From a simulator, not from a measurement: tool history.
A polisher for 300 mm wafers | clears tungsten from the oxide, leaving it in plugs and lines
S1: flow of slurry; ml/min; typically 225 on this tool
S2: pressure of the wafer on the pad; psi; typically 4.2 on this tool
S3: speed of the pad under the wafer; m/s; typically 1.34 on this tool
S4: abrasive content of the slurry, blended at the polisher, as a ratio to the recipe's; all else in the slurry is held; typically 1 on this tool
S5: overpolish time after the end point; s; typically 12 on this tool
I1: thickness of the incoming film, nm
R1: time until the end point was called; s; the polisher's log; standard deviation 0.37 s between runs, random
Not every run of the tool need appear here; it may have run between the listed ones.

run,hour,S1,S2,S3,S4,S5,I1,R1
1,0,240,4.2,1.34,1,12,272.2,39.3
2,35,240,4.2,1.34,1,12,267.5,39.3
3,62,240,4.2,1.34,1,12,269.5,39.1
# hour 78.6: worn pad replaced by a new one
4,79.1,275,5.2,1.34,1,12,264.5,31.9
5,94.1,225,4.2,1.34,1,12,267.5,40
# hour 102.7: slurry blender recalibrated
6,116.2,225,4.2,1.34,1,12,269.7,38.6
7,148.2,265,4.2,1.08,1,12,271.3,46.9
# hour 149.9: slurry tank refilled with fresh slurry and peroxide
8,171.4,265,4.2,1.08,1,12,271.8,46.2
9,197.3,265,4.2,1.08,1,12,274.3,47.3
# hour 205.8: worn pad replaced by a new one, of another model than before
10,213.4,225,4.2,1.34,1,9,266.1,39.4
# hour 219.3: head pressure recalibrated
11,249.2,225,4.2,1.34,1,9,272.7,40.7
# hour 268.8: slurry nozzle cleaned
12,271.8,225,4.2,1.34,1,12,267.6,39.4
# hour 294.7: slurry tank refilled with fresh slurry and peroxide
13,295.2,225,4.2,1.34,1,6,265,39.6
14,322.8,225,5.2,1.34,1,12,267.4,36.2
# hour 329.2: worn pad replaced by a new one
# hour 352.9: slurry blender recalibrated
15,353.4,195,3.8,1.46,1,6,273.9,40.8
16,383,270,4.2,1.72,0.85,17,269.3,32.5
17,414.5,225,4.2,1.34,1.2,12,273.6,38.6
# hour 436.8: slurry tank refilled with fresh slurry and peroxide
# hour 446.9: worn pad replaced by a new one
18,449.2,225,4.2,1.34,1,12,270.4,39.5
19,473.6,225,4.2,1.48,1,15,271.7,36.8
20,490,225,4.2,1.34,1,12,271.5,38.8
21,513.3,225,4.7,1.34,1,12,265.8,37.4
22,526.4,225,4.2,1.34,1,12,266.4,38.7
# hour 557.7: worn pad replaced by a new one
23,560.8,160,4.2,1.34,0.8,14,266.9,46.4
# hour 576.8: slurry tank refilled with fresh slurry and peroxide
24,580.8,225,4.2,1.34,0.85,12,270,41.6

Predict each of these 3 candidate next runs independently; none follows another, all start after run 24:
A,581.2,225,4.2,1.34,1,17,270.7,?
B,581.2,160,4.2,1.34,1.1,12,270.7,?
C,581.2,225,4.2,1.34,1.15,5,270.7,?

run,R1
A,41.6
B,47.2
C,40.8
With no hidden state in the tool, these same runs would have given:
run,R1
A,39.6
B,44.9
C,38.8
